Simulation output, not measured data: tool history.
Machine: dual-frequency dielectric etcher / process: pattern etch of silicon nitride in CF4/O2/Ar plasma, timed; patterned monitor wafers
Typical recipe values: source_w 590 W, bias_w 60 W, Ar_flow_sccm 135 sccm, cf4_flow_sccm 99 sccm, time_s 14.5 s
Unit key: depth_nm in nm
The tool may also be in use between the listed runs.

run     day  source_w  bias_w  Ar_flow_sccm  cf4_flow_sccm  time_s  wafers since the last listed run  hours since the last wet clean  hours since the last source power generator calibration  hours since the last bias power generator calibration  hours since the last Ar flow controller change  hours since the last CF4 flow controller change  hours since the last upper electrode change  hours since the gauge calibration  read-back reference wafer on the same gauge, depth_nm  depth_nm
  1   0.000       470      60           135             99    14.5                                 0                           241.6                                                   2957.2                                                 4124.8                                           223.0                                           4523.1                                       4084.9                             1735.6                                                  27.79     27.57
      0.421  -- bias power generator calibrated
  2   1.725       590      60           135             89    17.0                               433                           283.0                                                   2998.6                                                   31.3                                           264.4                                           4564.5                                       4126.3                             1777.0                                                  27.83     39.64
  3   2.842       590      48           135             99    11.5                               310                           309.8                                                   3025.4                                                   58.1                                           291.2                                           4591.3                                       4153.1                             1803.8                                                  27.80     24.59
  4   4.729       590      60           135             99    14.5                               525                           355.1                                                   3070.7                                                  103.4                                           336.5                                           4636.6                                       4198.4                             1849.1                                                  27.79     34.48
  5   6.250       730      60           122             79    18.0                               423                           391.6                                                   3107.2                                                  139.9                                           373.0                                           4673.1                                       4234.9                             1885.6                                                  27.79     50.89
      7.208  -- source power generator calibrated
      7.271  -- CF4 flow controller replaced
      8.942  -- wet clean of the chamber
  6   8.962       590      60           135             99    14.5                               412                             0.5                                                     42.1                                                  205.0                                           438.1                                             40.6                                       4300.0                             1950.7                                                  27.81     33.86
  7  10.962       590      60           135             99    14.5                               556                            48.5                                                     90.1                                                  253.0                                           486.1                                             88.6                                       4348.0                             1998.7                                                  27.81     34.09
     13.750  -- upper electrode replaced
  8  13.808       590      60           152             99    14.5                               513                           116.8                                                    158.4                                                  321.3                                           554.4                                            156.9                                          1.4                             2067.0                                                  27.77     33.96
     16.592  -- gauge calibrated
  9  16.646       660      60           156             91    11.0                               789                           184.9                                                    226.5                                                  389.4                                           622.5                                            225.0                                         69.5                                1.3                                                  27.80     28.02
 10  18.488       590      60           120             99    14.5                               512                           229.1                                                    270.7                                                  433.6                                           666.7                                            269.2                                        113.7                               45.5                                                  27.80     35.23
 11  19.517       690      60           135            111    14.5                               286                           253.8                                                    295.4                                                  458.3                                           691.4                                            293.9                                        138.4                               70.2                                                  27.78     40.83
 12  22.321       590      60           135             99    14.5                               780                           321.1                                                    362.7                                                  525.6                                           758.7                                            361.2                                        205.7                              137.5                                                  27.79     35.13
     25.783  -- wet clean of the chamber
 13  25.804       450      60           135             99    16.5                               690                             0.5                                                    446.3                                                  609.2                                           842.3                                            444.8                                        289.3                              221.1                                                  27.78     29.92
 14  27.383       590      73           135             99    14.5                               439                            38.4                                                    484.2                                                  647.1                                           880.2                                            482.7                                        327.2                              259.0                                                  27.79     37.06
 15  29.929       590      70           104             99    14.5                               708                            99.5                                                    545.3                                                  708.2                                           941.3                                            543.8                                        388.3                              320.1                                                  27.78     37.54
 16  31.212       590      60           152             99    14.5                               356                           130.3                                                    576.1                                                  739.0                                           972.1                                            574.6                                        419.1                              350.9                                                  27.80     33.77
 17  32.483       590      60           125            123    10.5                               353                           160.8                                                    606.6                                                  769.5                                          1002.6                                            605.1                                        449.6                              381.4                                                  27.76     26.03
 18  33.812       590      65           135             99    16.5                               369                           192.7                                                    638.5                                                  801.4                                          1034.5                                            637.0                                        481.5                              413.3                                                  27.80     41.02
 19  38.129       590      73           135             99    11.0                              1200                           296.3                                                    742.1                                                  905.0                                          1138.1                                            740.6                                        585.1                              516.9                                                  27.81     28.95
 20  40.800       450      48           135             90    14.5                               742                           360.4                                                    806.2                                                  969.1                                          1202.2                                            804.7                                        649.2                              581.0                                                  27.80     24.26

Pick out some run-to-run changes in depth_nm. Of each, how much would a tool without hidden state show as well, from the settings, what came in and chance, and how much is left for the hidden state and any gauge scatter not in both results compared?
Hidden conditions of the tool in this case: etch rate over this chamber's usual, %; source power that arrives over what is set, %; bias power that arrives over what is set, %; Ar flow that arrives over what is set, %; CF4 flow that arrives over what is set, %; gauge reads high (%).
Run 4 -> 5: source_w 590 -> 730, Ar_flow_sccm 135 -> 122, cf4_flow_sccm 99 -> 79, time_s 14.5 -> 18.0. depth_nm +16.41 nm: hidden state +0.41, all else +16.00.
Run 5 -> 6: source_w 730 -> 590, Ar_flow_sccm 122 -> 135, cf4_flow_sccm 79 -> 99, time_s 18.0 -> 14.5, source power generator calibrated, CF4 flow controller replaced, wet clean of the chamber. depth_nm -17.03 nm: hidden state -0.98, all else -16.05.
Run 12 -> 13: source_w 590 -> 450, time_s 14.5 -> 16.5, wet clean of the chamber. depth_nm -5.21 nm: hidden state -1.12, all else -4.09.
